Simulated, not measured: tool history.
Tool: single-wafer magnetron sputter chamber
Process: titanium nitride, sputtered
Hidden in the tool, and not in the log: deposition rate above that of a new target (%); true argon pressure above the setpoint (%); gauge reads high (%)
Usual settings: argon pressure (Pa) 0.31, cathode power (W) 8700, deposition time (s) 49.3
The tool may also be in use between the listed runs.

| run | day | argon pressure (Pa) | cathode power (W) | deposition time (s) | wafers since the last listed run | wafers on the sputter target | hours since the last manometer calibration | hours since the magnet pack was replaced | hours since the gauge calibration | read-back reference wafer on the same gauge, thickness_nm | mean film thickness on the monitor wafer (nm) |
|---|---|---|---|---|---|---|---|---|---|---|---|
| 1 | 0 | 0.31 | 8700 | 49.3 | 0 | 1730 | 2597.2 | 4713.1 | 215.7 | 86.429 | 92.013 |
| 2 | 0.571 | 0.31 | 8700 | 49.3 | 397 | 2127 | 2610.9 | 4726.8 | 229.4 | 86.471 | 91.749 |
| 3 | 1.562 | 0.31 | 8700 | 49.3 | 690 | 2818 | 2634.7 | 4750.6 | 253.2 | 86.472 | 91.616 |
| 4 | 2.358 | 0.31 | 8700 | 49.3 | 554 | 3372 | 2653.8 | 4769.7 | 272.3 | 86.378 | 91.81 |
|  | 2.812 | sputter target and shields replaced |
| 5 | 3.521 | 0.31 | 8700 | 49.3 | 577 | 494 | 2681.7 | 4797.6 | 300.2 | 86.351 | 93.243 |
| 6 | 4.817 | 0.31 | 8700 | 49.3 | 902 | 1396 | 2712.8 | 4828.7 | 331.3 | 86.324 | 92.088 |
| 7 | 5.571 | 0.31 | 9200 | 49.3 | 525 | 1922 | 2730.9 | 4846.8 | 349.4 | 86.348 | 96.258 |
| 8 | 6.225 | 0.31 | 9200 | 49.3 | 455 | 2377 | 2746.6 | 4862.5 | 365.1 | 86.436 | 96.73 |
| 9 | 7.304 | 0.31 | 9200 | 49.3 | 751 | 3129 | 2772.5 | 4888.4 | 391 | 86.456 | 95.666 |
| 10 | 8.425 | 0.31 | 8700 | 45 | 780 | 3910 | 2799.4 | 4915.3 | 417.9 | 86.371 | 83.547 |
|  | 9.533 | sputter target and shields replaced |
| 11 | 9.838 | 0.253 | 8700 | 43.4 | 751 | 212 | 2833.3 | 4949.2 | 451.8 | 86.396 | 84.196 |
| 12 | 10.758 | 0.253 | 8700 | 43.4 | 641 | 853 | 2855.4 | 4971.3 | 473.9 | 86.466 | 83.624 |
|  | 12.096 | magnet pack replaced |
| 13 | 12.117 | 0.253 | 8700 | 43.4 | 713 | 1567 | 2888 | 0.5 | 506.5 | 86.422 | 82.441 |
|  | 12.8 | capacitance manometer re-zeroed and calibrated |
| 14 | 12.821 | 0.31 | 8700 | 49.3 | 258 | 1825 | 0.5 | 17.4 | 523.4 | 86.404 | 91.328 |
|  | 13.233 | gauge calibrated |
| 15 | 13.317 | 0.245 | 8700 | 49.3 | 345 | 2170 | 12.4 | 29.3 | 2 | 86.43 | 93.574 |
| 16 | 14.175 | 0.36 | 10700 | 42.4 | 597 | 2768 | 33 | 49.9 | 22.6 | 86.266 | 95.224 |
| 17 | 14.7 | 0.245 | 8700 | 49.3 | 365 | 3134 | 45.6 | 62.5 | 35.2 | 86.386 | 92.612 |
|  | 15.488 | sputter target and shields replaced |
| 18 | 15.508 | 0.211 | 8050 | 49.3 | 330 | 14 | 65 | 81.9 | 54.6 | 86.443 | 88.889 |
| 19 | 16.846 | 0.31 | 8700 | 49.3 | 931 | 946 | 97.1 | 114 | 86.7 | 86.352 | 92.677 |
| 20 | 18.321 | 0.31 | 8700 | 49.3 | 1027 | 1973 | 132.5 | 149.4 | 122.1 | 86.322 | 92.218 |
| 21 | 19.008 | 0.189 | 8700 | 59.1 | 478 | 2452 | 149 | 165.9 | 138.6 | 86.494 | 115.108 |
| 22 | 19.675 | 0.401 | 7950 | 41.7 | 464 | 2916 | 165 | 181.9 | 154.6 | 86.463 | 68.624 |
|  | 20.988 | sputter target and shields replaced |
| 23 | 21.008 | 0.262 | 7700 | 52.4 | 696 | 13 | 197 | 213.9 | 186.6 | 86.384 | 89.089 |
| 24 | 22.067 | 0.419 | 8100 | 59.1 | 737 | 751 | 222.4 | 239.3 | 212 | 86.479 | 100.341 |
| 25 | 23.05 | 0.31 | 8700 | 41.6 | 684 | 1435 | 246 | 262.9 | 235.6 | 86.401 | 77.628 |
| 26 | 23.667 | 0.237 | 9550 | 52.4 | 429 | 1865 | 260.8 | 277.7 | 250.4 | 86.457 | 110.756 |
| 27 | 24.754 | 0.383 | 10500 | 49.3 | 757 | 2622 | 286.9 | 303.8 | 276.5 | 86.403 | 109.049 |
| 28 | 25.688 | 0.31 | 8700 | 58.1 | 650 | 3273 | 309.3 | 326.2 | 298.9 | 86.294 | 107.837 |
|  | 26.3 | sputter target and shields replaced |
| 29 | 26.358 | 0.31 | 8700 | 49.3 | 235 | 40 | 325.4 | 342.3 | 315 | 86.391 | 93.952 |
| 30 | 27.225 | 0.31 | 10350 | 49.3 | 603 | 644 | 346.2 | 363.1 | 335.8 | 86.28 | 110.755 |
| 31 | 28.067 | 0.237 | 9550 | 52.4 | 586 | 1230 | 366.4 | 383.3 | 356 | 86.428 | 110.678 |

The same runs without the tool's hidden state, with the same run-to-run variation:
| run | mean film thickness on the monitor wafer (nm) |
|---|---|
| 1 | 93.418 |
| 2 | 93.388 |
| 3 | 93.67 |
| 4 | 94.207 |
| 5 | 93.668 |
| 6 | 93.042 |
| 7 | 97.584 |
| 8 | 98.349 |
| 9 | 97.741 |
| 10 | 85.793 |
| 11 | 84.458 |
| 12 | 84.227 |
| 13 | 83.54 |
| 14 | 92.838 |
| 15 | 95.333 |
| 16 | 97.39 |
| 17 | 94.944 |
| 18 | 89.158 |
| 19 | 93.511 |
| 20 | 93.663 |
| 21 | 117.273 |
| 22 | 70.126 |
| 23 | 89.108 |
| 24 | 100.834 |
| 25 | 78.351 |
| 26 | 112.095 |
| 27 | 110.906 |
| 28 | 110.136 |
| 29 | 94.003 |
| 30 | 111.242 |
| 31 | 111.581 |

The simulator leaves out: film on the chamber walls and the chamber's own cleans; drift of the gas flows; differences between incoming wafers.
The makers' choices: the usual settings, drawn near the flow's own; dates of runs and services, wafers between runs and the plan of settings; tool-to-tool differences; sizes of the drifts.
